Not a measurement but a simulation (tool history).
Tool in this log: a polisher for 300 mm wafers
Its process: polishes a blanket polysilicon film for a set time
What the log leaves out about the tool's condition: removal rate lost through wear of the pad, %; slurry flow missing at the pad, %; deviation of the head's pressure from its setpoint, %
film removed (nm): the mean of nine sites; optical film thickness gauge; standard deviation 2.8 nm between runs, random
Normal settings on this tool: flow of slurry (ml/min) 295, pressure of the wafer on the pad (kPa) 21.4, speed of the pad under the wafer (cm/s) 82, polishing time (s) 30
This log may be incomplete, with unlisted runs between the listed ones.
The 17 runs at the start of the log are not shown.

run    hour  flow of slurry (ml/min)  pressure of the wafer on the pad (kPa)  speed of the pad under the wafer (cm/s)  polishing time (s)  wafers since the last listed run  wafers polished on this pad  hours since the slurry nozzle was cleaned  hours since the head pressure was calibrated  incoming thickness of the incoming film, nm  film removed (nm)
 18  1137.9                      245                                    17.9                                       82                  30                              1190                         3230                                      272.5                                         564.7                                       2165.9              234.7
 19  1217.8                      295                                    21.4                                       82                  30                              1091                         4321                                      352.4                                         644.6                                       2188.2              269.3
 20  1309.9                      295                                    23.4                                       82                  30                              1257                         5579                                      444.5                                         736.7                                       2215.2              288.5
 21  1405.4                      295                                    21.4                                       82                  30                              1304                         6883                                        540                                         832.2                                       2192.3              272.4
     1430.4  -- slurry nozzle cleaned
 22  1503.6                      375                                    21.4                                       82                  35                              1327                         8211                                       73.2                                         930.4                                       2174.4                329
 23  1545.1                      295                                    21.4                                       82                  30                               566                         8777                                      114.7                                         971.9                                       2171.6              279.4
     1556.6  -- worn pad replaced by a new one
 24  1593.3                      295                                    17.9                                       82                  30                               603                          501                                      162.9                                        1020.1                                       2172.4              252.5
 25    1678                      360                                    25.5                                       70                  37                              1156                         1658                                      247.6                                        1104.8                                       2170.4              335.1
 26  1754.6                      340                                    21.4                                       82                  30                              1046                         2704                                      324.2                                        1181.4                                       2213.8              282.2
 27  1857.1                      295                                    17.9                                       92                  30                              1399                         4104                                      426.7                                        1283.9                                       2143.1              277.2
 28  1919.5                      295                                    14.5                                       82                  30                               852                         4956                                      489.1                                        1346.3                                         2159              218.9
     1949.1  -- head pressure recalibrated
 29  2025.8                      295                                    13.8                                       82                  33                              1424                         6380                                      595.4                                          76.7                                       2151.1              222.2
     2045.8  -- slurry nozzle cleaned
 30  2098.3                      295                                    21.4                                       58                  22                               976                         7357                                       52.5                                         149.2                                       2134.1              135.8
     2102.8  -- worn pad replaced by a new one
 31  2199.7                      295                                    21.4                                       82                  38                              1330                         1323                                      153.9                                         250.6                                       2192.3              331.7
 32  2289.5                      295                                    17.9                                       56                  20                              1226                         2549                                      243.7                                         340.4                                       2189.1              108.6
 33    2468                      295                                    23.4                                       82                  30                              2437                         4987                                      422.2                                         518.9                                       2185.4              281.1
 34  2518.3                      340                                    24.8                                       82                  30                               686                         5674                                      472.5                                         569.2                                       2185.6              301.2

What does the tool deliver on the next run?
 35  2572.7                      295                                    21.4                                       82                  30                               742                         6417                                      526.9                                         623.6                                       2182.8                  ?

film removed (nm): 268.1
Had the tool carried no hidden state, the very same run would have given film removed (nm) 255.

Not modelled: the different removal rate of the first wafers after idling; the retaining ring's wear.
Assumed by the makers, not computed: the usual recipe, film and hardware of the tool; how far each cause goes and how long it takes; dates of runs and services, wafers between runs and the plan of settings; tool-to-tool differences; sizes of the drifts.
